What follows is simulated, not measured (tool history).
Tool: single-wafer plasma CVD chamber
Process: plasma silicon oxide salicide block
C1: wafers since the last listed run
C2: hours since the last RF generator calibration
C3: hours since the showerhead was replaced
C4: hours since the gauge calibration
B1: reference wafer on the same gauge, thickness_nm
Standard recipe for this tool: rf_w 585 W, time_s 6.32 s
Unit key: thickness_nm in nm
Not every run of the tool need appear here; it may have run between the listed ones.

Run 1, day 0.000: usual settings; C1 0; C2 464.1; C3 5514.8; C4 429.2; B1 66.335. Result: thickness_nm 63.444 nm.
Run 2, day 1.121: usual settings; C1 622; C2 491.0; C3 5541.7; C4 456.1; B1 66.315. Result: thickness_nm 62.988 nm.
Run 3, day 4.117: usual settings but rf_w 635 W; C1 1664; C2 562.9; C3 5613.6; C4 528.0; B1 66.279. Result: thickness_nm 64.655 nm.
Run 4, day 4.700: usual settings but rf_w 635 W; C1 324; C2 576.9; C3 5627.6; C4 542.0; B1 66.263. Result: thickness_nm 64.172 nm.
Run 5, day 5.708: usual settings; C1 560; C2 601.1; C3 5651.8; C4 566.2; B1 66.233. Result: thickness_nm 63.127 nm.
Run 6, day 8.821: usual settings but time_s 5.60 s; C1 1729; C2 675.8; C3 5726.5; C4 640.9; B1 66.304. Result: thickness_nm 55.924 nm.
Run 7, day 10.708: usual settings; C1 1048; C2 721.1; C3 5771.8; C4 686.2; B1 66.317. Result: thickness_nm 62.713 nm.
Run 8, day 11.754: usual settings; C1 581; C2 746.2; C3 5796.9; C4 711.3; B1 66.338. Result: thickness_nm 62.764 nm.
Run 9, day 12.321: usual settings; C1 314; C2 759.8; C3 5810.5; C4 724.9; B1 66.282. Result: thickness_nm 63.341 nm.
Run 10, day 13.142: usual settings; C1 456; C2 779.5; C3 5830.2; C4 744.6; B1 66.326. Result: thickness_nm 62.930 nm.
Run 11, day 14.617: usual settings; C1 819; C2 814.9; C3 5865.6; C4 780.0; B1 66.312. Result: thickness_nm 62.521 nm.
Run 12, day 15.646: usual settings; C1 571; C2 839.6; C3 5890.3; C4 804.7; B1 66.337. Result: thickness_nm 62.924 nm.
Run 13, day 17.133: usual settings; C1 826; C2 875.3; C3 5926.0; C4 840.4; B1 66.328. Result: thickness_nm 62.900 nm.
Run 14, day 18.429: usual settings; C1 720; C2 906.4; C3 5957.1; C4 871.5; B1 66.277. Result: thickness_nm 63.047 nm.
Run 15, day 19.688: usual settings; C1 699; C2 936.6; C3 5987.3; C4 901.7; B1 66.368. Result: thickness_nm 63.045 nm.
Run 16, day 23.733: usual settings; C1 2248; C2 1033.7; C3 6084.4; C4 998.8; B1 66.338. Result: thickness_nm 63.066 nm.
Run 17, day 24.333: usual settings but rf_w 490 W; C1 333; C2 1048.1; C3 6098.8; C4 1013.2; B1 66.298. Result: thickness_nm 61.005 nm.
Run 18, day 25.612: usual settings but rf_w 490 W; C1 710; C2 1078.8; C3 6129.5; C4 1043.9; B1 66.258. Result: thickness_nm 60.352 nm.
Run 19, day 26.179: usual settings but rf_w 490 W; C1 314; C2 1092.4; C3 6143.1; C4 1057.5; B1 66.293. Result: thickness_nm 60.234 nm.
Run 20, day 27.338: usual settings but time_s 6.91 s; C1 643; C2 1120.2; C3 6170.9; C4 1085.3; B1 66.380. Result: thickness_nm 68.766 nm.
Run 21, day 28.129: usual settings but rf_w 630 W; C1 439; C2 1139.2; C3 6189.9; C4 1104.3; B1 66.336. Result: thickness_nm 64.078 nm.
Run 22, day 28.975: usual settings; C1 470; C2 1159.5; C3 6210.2; C4 1124.6; B1 66.301. Result: thickness_nm 62.979 nm.
Run 23, day 29.954: usual settings but rf_w 540 W, time_s 6.82 s; C1 544; C2 1183.0; C3 6233.7; C4 1148.1; B1 66.279. Result: thickness_nm 66.771 nm.
Run 24, day 34.208: usual settings; C1 2364; C2 1285.1; C3 6335.8; C4 1250.2; B1 66.234. Result: thickness_nm 63.269 nm.
At day 35.104: showerhead replaced.
Run 25, day 35.125: usual settings but rf_w 670 W, time_s 5.17 s; C1 324; C2 1307.1; C3 0.5; C4 1272.2; B1 66.277. Result: thickness_nm 53.321 nm.
Run 26, day 36.021: usual settings but rf_w 670 W, time_s 7.06 s; C1 497; C2 1328.6; C3 22.0; C4 1293.7; B1 66.271. Result: thickness_nm 72.125 nm.
Run 27, day 36.696: usual settings but rf_w 495 W, time_s 7.39 s; C1 375; C2 1344.8; C3 38.2; C4 1309.9; B1 66.312. Result: thickness_nm 70.926 nm.
At day 38.142: RF generator calibrated.
Run 28, day 38.162: usual settings but rf_w 635 W; C1 629; C2 0.5; C3 73.4; C4 1345.1; B1 66.371. Result: thickness_nm 63.258 nm.
Run 29, day 38.412: usual settings but rf_w 500 W, time_s 5.51 s; C1 138; C2 6.5; C3 79.4; C4 1351.1; B1 66.291. Result: thickness_nm 52.369 nm.
Run 30, day 39.438: usual settings but time_s 5.94 s; C1 569; C2 31.1; C3 104.0; C4 1375.7; B1 66.352. Result: thickness_nm 58.449 nm.
Run 31, day 40.154: usual settings; C1 398; C2 48.3; C3 121.2; C4 1392.9; B1 66.237. Result: thickness_nm 62.434 nm.
Run 32, day 41.292: usual settings; C1 632; C2 75.6; C3 148.5; C4 1420.2; B1 66.251. Result: thickness_nm 62.271 nm.
At day 41.429: gauge calibrated.
Run 33, day 42.417: usual settings but time_s 7.08 s; C1 625; C2 102.6; C3 175.5; C4 23.7; B1 66.288. Result: thickness_nm 69.760 nm.
Run 34, day 43.429: usual settings but time_s 5.60 s; C1 562; C2 126.9; C3 199.8; C4 48.0; B1 66.373. Result: thickness_nm 54.833 nm.
Run 35, day 44.004: usual settings but rf_w 635 W, time_s 5.70 s; C1 319; C2 140.7; C3 213.6; C4 61.8; B1 66.257. Result: thickness_nm 56.983 nm.
Run 36, day 45.254: usual settings; C1 694; C2 170.7; C3 243.6; C4 91.8; B1 66.310. Result: thickness_nm 62.437 nm.
Run 37, day 46.712: usual settings but rf_w 695 W, time_s 7.34 s; C1 810; C2 205.7; C3 278.6; C4 126.8; B1 66.233. Result: thickness_nm 75.026 nm.
Run 38, day 47.954: usual settings but rf_w 665 W, time_s 5.40 s; C1 690; C2 235.5; C3 308.4; C4 156.6; B1 66.306. Result: thickness_nm 54.550 nm.
Run 39, day 48.588: usual settings; C1 351; C2 250.7; C3 323.6; C4 171.8; B1 66.271. Result: thickness_nm 62.135 nm.
At day 49.092: RF generator calibrated, repeated, since the last time left the tool worse.
Run 40, day 49.150: usual settings but rf_w 675 W, time_s 7.45 s; C1 127; C2 1.4; C3 337.1; C4 185.3; B1 66.239. Result: thickness_nm 77.423 nm.
Run 41, day 50.596: usual settings but rf_w 685 W, time_s 5.68 s; C1 803; C2 36.1; C3 371.8; C4 220.0; B1 66.320. Result: thickness_nm 59.173 nm.
Run 42, day 51.612: usual settings but rf_w 500 W, time_s 5.07 s; C1 564; C2 60.5; C3 396.2; C4 244.4; B1 66.283. Result: thickness_nm 49.404 nm.
Run 43, day 55.779: usual settings but rf_w 670 W, time_s 5.87 s; C1 2315; C2 160.5; C3 496.2; C4 344.4; B1 66.307. Result: thickness_nm 60.716 nm.

Exercise: give the hidden state of the tool at every run:
gauge reads high (%): 0 at every run
H1: delivered RF power above the setpoint (%)
run     H1
  1  -3.15
  2  -3.25
  3   -3.5
  4  -3.54
  5  -3.61
  6  -3.82
  7  -3.93
  8  -3.99
  9  -4.02
 10  -4.06
 11  -4.14
 12  -4.18
 13  -4.25
 14   -4.3
 15  -4.35
 16  -4.49
 17  -4.51
 18  -4.54
 19  -4.56
 20  -4.59
 21  -4.61
 22  -4.63
 23  -4.66
 24  -4.75
 25  -4.76
 26  -4.78
 27  -4.79
 28  -8.45
 29   -8.5
 30  -8.73
 31  -8.88
 32  -9.11
 33  -9.33
 34  -9.52
 35  -9.62
 36  -9.83
 37  -10.1
 38  -10.2
 39  -10.3
 40  -0.87
 41  -1.19
 42   -1.4
 43  -2.17
